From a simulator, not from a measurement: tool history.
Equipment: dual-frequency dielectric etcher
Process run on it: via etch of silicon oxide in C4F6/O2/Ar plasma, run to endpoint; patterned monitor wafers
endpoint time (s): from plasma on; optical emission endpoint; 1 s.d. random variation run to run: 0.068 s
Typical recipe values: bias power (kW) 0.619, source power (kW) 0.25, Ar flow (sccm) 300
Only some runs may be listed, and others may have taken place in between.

run	hour	bias power (kW)	source power (kW)	Ar flow (sccm)	wafers since the last listed run	hours since the last wet clean	hours since the last bias power generator calibration	hours since the last source power generator calibration	hours since the last Ar flow controller change	hours since the last upper electrode change	incoming incoming film thickness, nm	endpoint time (s)
1	0	0.619	0.25	300	0	232.4	2393.9	3469.9	4994.8	4244.2	84.8	22.6
2	17.4	0.619	0.25	300	264	249.8	2411.3	3487.3	5012.2	4261.6	85.4	22.7
3	59.6	0.619	0.25	300	641	292	2453.5	3529.5	5054.4	4303.8	85.4	22.7
4	71.3	0.619	0.25	300	177	303.7	2465.2	3541.2	5066.1	4315.5	85.6	22.8
5	80.5	0.619	0.25	300	139	312.9	2474.4	3550.4	5075.3	4324.7	84.9	22.5
6	97.7	0.619	0.25	300	261	330.1	2491.6	3567.6	5092.5	4341.9	84.2	22.3
7	106.8	0.619	0.25	300	138	339.2	2500.7	3576.7	5101.6	4351	84.4	22.4
8	113.3	0.619	0.27	340	98	345.7	2507.2	3583.2	5108.1	4357.5	85.5	22.4
9	166.9	0.619	0.27	340	815	399.3	2560.8	3636.8	5161.7	4411.1	83.9	21.9
# hour 188.5: source power generator calibrated
10	207.7	0.619	0.27	340	559	440.1	2601.6	19.2	5202.5	4451.9	84.4	22.1
# hour 237.8: upper electrode replaced
11	238.3	0.619	0.2	300	100	470.7	2632.2	49.8	5233.1	0.5	85.3	24
12	241.1	0.513	0.31	300	42	473.5	2635	52.6	5235.9	3.3	84.9	22.6
# hour 250.1: bias power generator calibrated
# hour 250.3: Ar flow controller replaced
13	251.5	0.619	0.22	338	93	483.9	1.4	63	1.2	13.7	85.5	23.7
# hour 276.4: wet clean of the chamber
14	276.9	0.619	0.25	300	21	0.5	26.8	88.4	26.6	39.1	85.1	22.8
15	277.2	0.472	0.25	300	4	0.8	27.1	88.7	26.9	39.4	84.8	25
16	278.7	0.491	0.31	369	22	2.3	28.6	90.2	28.4	40.9	83.9	23.1
17	295.5	0.619	0.25	300	255	19.1	45.4	107	45.2	57.7	85.2	22.8
18	308.3	0.472	0.25	300	194	31.9	58.2	119.8	58	70.5	84.4	24.7
19	320.3	0.717	0.23	334	182	43.9	70.2	131.8	70	82.5	85.2	22.3
20	330.7	0.723	0.31	260	158	54.3	80.6	142.2	80.4	92.9	85.6	20.1
21	347	0.707	0.23	338	247	70.6	96.9	158.5	96.7	109.2	84.5	22.2
22	361.8	0.567	0.23	300	225	85.4	111.7	173.3	111.5	124	84.7	24
23	377.6	0.619	0.25	300	240	101.2	127.5	189.1	127.3	139.8	85.3	22.8
24	394.5	0.696	0.22	300	257	118.1	144.4	206	144.2	156.7	84.8	22.4
25	403	0.713	0.25	300	129	126.6	152.9	214.5	152.7	165.2	84.3	21.3
26	420	0.47	0.25	334	258	143.6	169.9	231.5	169.7	182.2	85.3	25.3
27	428.9	0.619	0.3	300	135	152.5	178.8	240.4	178.6	191.1	85	21.4
28	436.3	0.619	0.25	300	112	159.9	186.2	247.8	186	198.5	85	22.6
29	443.3	0.679	0.23	300	106	166.9	193.2	254.8	193	205.5	85.1	22.5

4 ways to go on from here, each from the tool as it stands after run 29. What would each give?
A	443.7	0.619	0.25	300	6	167.3	193.6	255.2	193.4	205.9	85	?
B	443.7	0.765	0.28	326	6	167.3	193.6	255.2	193.4	205.9	85	?
C	443.7	0.578	0.25	300	6	167.3	193.6	255.2	193.4	205.9	85	?
D	443.7	0.619	0.25	321	6	167.3	193.6	255.2	193.4	205.9	85	?

run	endpoint time (s)
A	22.6
B	20.4
C	23.2
D	22.7
Without the tool's unlogged condition, the same runs would have read:
run	endpoint time (s)
A	22.7
B	20.5
C	23.3
D	22.8
